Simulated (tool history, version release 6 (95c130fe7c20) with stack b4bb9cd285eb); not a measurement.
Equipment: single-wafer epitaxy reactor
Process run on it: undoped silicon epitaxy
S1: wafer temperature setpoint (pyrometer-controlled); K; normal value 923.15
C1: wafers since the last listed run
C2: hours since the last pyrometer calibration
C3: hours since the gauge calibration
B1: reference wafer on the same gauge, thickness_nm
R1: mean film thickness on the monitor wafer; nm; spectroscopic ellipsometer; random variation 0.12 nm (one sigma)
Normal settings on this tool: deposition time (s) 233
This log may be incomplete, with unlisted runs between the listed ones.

run 1 hour=0.0 | S1=923.15 deposition_time_(s)=233 | C1=0 C2=1606.1 C3=187.1 | B1=44.300 | R1=35.450
run 2 hour=16.9 | S1=923.15 deposition_time_(s)=233 | C1=138 C2=1623.0 C3=204.0 | B1=44.305 | R1=35.471
run 3 hour=25.1 | S1=923.15 deposition_time_(s)=233 | C1=67 C2=1631.2 C3=212.2 | B1=44.314 | R1=35.549
run 4 hour=69.3 | S1=923.15 deposition_time_(s)=233 | C1=361 C2=1675.4 C3=256.4 | B1=44.306 | R1=35.168
run 5 hour=85.9 | S1=923.15 deposition_time_(s)=233 | C1=135 C2=1692.0 C3=273.0 | B1=44.291 | R1=35.213
run 6 hour=103.6 | S1=923.15 deposition_time_(s)=233 | C1=144 C2=1709.7 C3=290.7 | B1=44.269 | R1=35.132
run 7 hour=111.0 | S1=923.15 deposition_time_(s)=233 | C1=60 C2=1717.1 C3=298.1 | B1=44.294 | R1=35.137
run 8 hour=119.1 | S1=923.15 deposition_time_(s)=233 | C1=66 C2=1725.2 C3=306.2 | B1=44.324 | R1=35.152
run 9 hour=126.7 | S1=923.15 deposition_time_(s)=233 | C1=62 C2=1732.8 C3=313.8 | B1=44.320 | R1=35.164
run 10 hour=136.1 | S1=923.15 deposition_time_(s)=233 | C1=76 C2=1742.2 C3=323.2 | B1=44.315 | R1=35.208
run 11 hour=152.0 | S1=923.15 deposition_time_(s)=233 | C1=130 C2=1758.1 C3=339.1 | B1=44.308 | R1=35.121
-- hour=172.1 pyrometer calibrated
run 12 hour=172.6 | S1=923.15 deposition_time_(s)=233 | C1=103 C2=0.5 C3=359.7 | B1=44.281 | R1=38.647
run 13 hour=176.4 | S1=923.15 deposition_time_(s)=233 | C1=31 C2=4.3 C3=363.5 | B1=44.313 | R1=38.482
run 14 hour=194.1 | S1=923.15 deposition_time_(s)=233 | C1=144 C2=22.0 C3=381.2 | B1=44.306 | R1=38.504
run 15 hour=212.8 | S1=932.15 deposition_time_(s)=233 | C1=153 C2=40.7 C3=399.9 | B1=44.313 | R1=45.642
run 16 hour=227.9 | S1=923.15 deposition_time_(s)=233 | C1=123 C2=55.8 C3=415.0 | B1=44.286 | R1=38.424
run 17 hour=277.2 | S1=923.15 deposition_time_(s)=233 | C1=403 C2=105.1 C3=464.3 | B1=44.317 | R1=38.278
run 18 hour=292.6 | S1=934.15 deposition_time_(s)=187 | C1=126 C2=120.5 C3=479.7 | B1=44.287 | R1=37.745
run 19 hour=305.2 | S1=917.15 deposition_time_(s)=272 | C1=103 C2=133.1 C3=492.3 | B1=44.344 | R1=39.608
run 20 hour=311.6 | S1=914.15 deposition_time_(s)=267 | C1=52 C2=139.5 C3=498.7 | B1=44.340 | R1=36.819
-- hour=316.5 gauge calibrated
run 21 hour=325.9 | S1=923.15 deposition_time_(s)=233 | C1=117 C2=153.8 C3=9.4 | B1=44.314 | R1=38.014
run 22 hour=337.1 | S1=923.15 deposition_time_(s)=233 | C1=91 C2=165.0 C3=20.6 | B1=44.312 | R1=38.304
run 23 hour=353.0 | S1=929.15 deposition_time_(s)=248 | C1=130 C2=180.9 C3=36.5 | B1=44.318 | R1=45.522
run 24 hour=370.0 | S1=923.15 deposition_time_(s)=233 | C1=139 C2=197.9 C3=53.5 | B1=44.286 | R1=38.162
run 25 hour=386.9 | S1=923.15 deposition_time_(s)=233 | C1=138 C2=214.8 C3=70.4 | B1=44.294 | R1=38.173
run 26 hour=431.0 | S1=911.15 deposition_time_(s)=233 | C1=361 C2=258.9 C3=114.5 | B1=44.310 | R1=30.238
run 27 hour=442.6 | S1=911.15 deposition_time_(s)=201 | C1=94 C2=270.5 C3=126.1 | B1=44.294 | R1=25.913
run 28 hour=450.0 | S1=938.15 deposition_time_(s)=259 | C1=60 C2=277.9 C3=133.5 | B1=44.301 | R1=56.514
run 29 hour=463.9 | S1=912.15 deposition_time_(s)=214 | C1=113 C2=291.8 C3=147.4 | B1=44.292 | R1=28.069
run 30 hour=476.6 | S1=923.15 deposition_time_(s)=233 | C1=104 C2=304.5 C3=160.1 | B1=44.295 | R1=37.879
run 31 hour=483.5 | S1=916.15 deposition_time_(s)=233 | C1=56 C2=311.4 C3=167.0 | B1=44.319 | R1=33.137
run 32 hour=493.2 | S1=923.15 deposition_time_(s)=221 | C1=79 C2=321.1 C3=176.7 | B1=44.312 | R1=35.910
run 33 hour=506.2 | S1=923.15 deposition_time_(s)=233 | C1=106 C2=334.1 C3=189.7 | B1=44.298 | R1=37.661
run 34 hour=517.9 | S1=912.15 deposition_time_(s)=214 | C1=95 C2=345.8 C3=201.4 | B1=44.269 | R1=28.113
run 35 hour=526.0 | S1=930.15 deposition_time_(s)=233 | C1=66 C2=353.9 C3=209.5 | B1=44.296 | R1=43.352

Forecast each of these 5 alternatives for the next run:
run A hour=526.5 | S1=923.15 deposition_time_(s)=233 | C1=4 C2=354.4 C3=210.0 | B1=? | R1=?
run B hour=526.5 | S1=933.15 deposition_time_(s)=216 | C1=4 C2=354.4 C3=210.0 | B1=? | R1=?
run C hour=526.5 | S1=908.15 deposition_time_(s)=276 | C1=4 C2=354.4 C3=210.0 | B1=? | R1=?
run D hour=526.5 | S1=923.15 deposition_time_(s)=252 | C1=4 C2=354.4 C3=210.0 | B1=? | R1=?
run E hour=526.5 | S1=908.15 deposition_time_(s)=216 | C1=4 C2=354.4 C3=210.0 | B1=? | R1=?

run=A B1=44.305 R1=37.759
run=B B1=44.305 R1=42.344
run=C B1=44.305 R1=33.387
run=D B1=44.305 R1=40.838
run=E B1=44.305 R1=26.129
What these runs would have given with no unlogged condition in the tool:
run=A R1=38.621
run=B R1=43.291
run=C R1=34.171
run=D R1=41.770
run=E R1=26.742
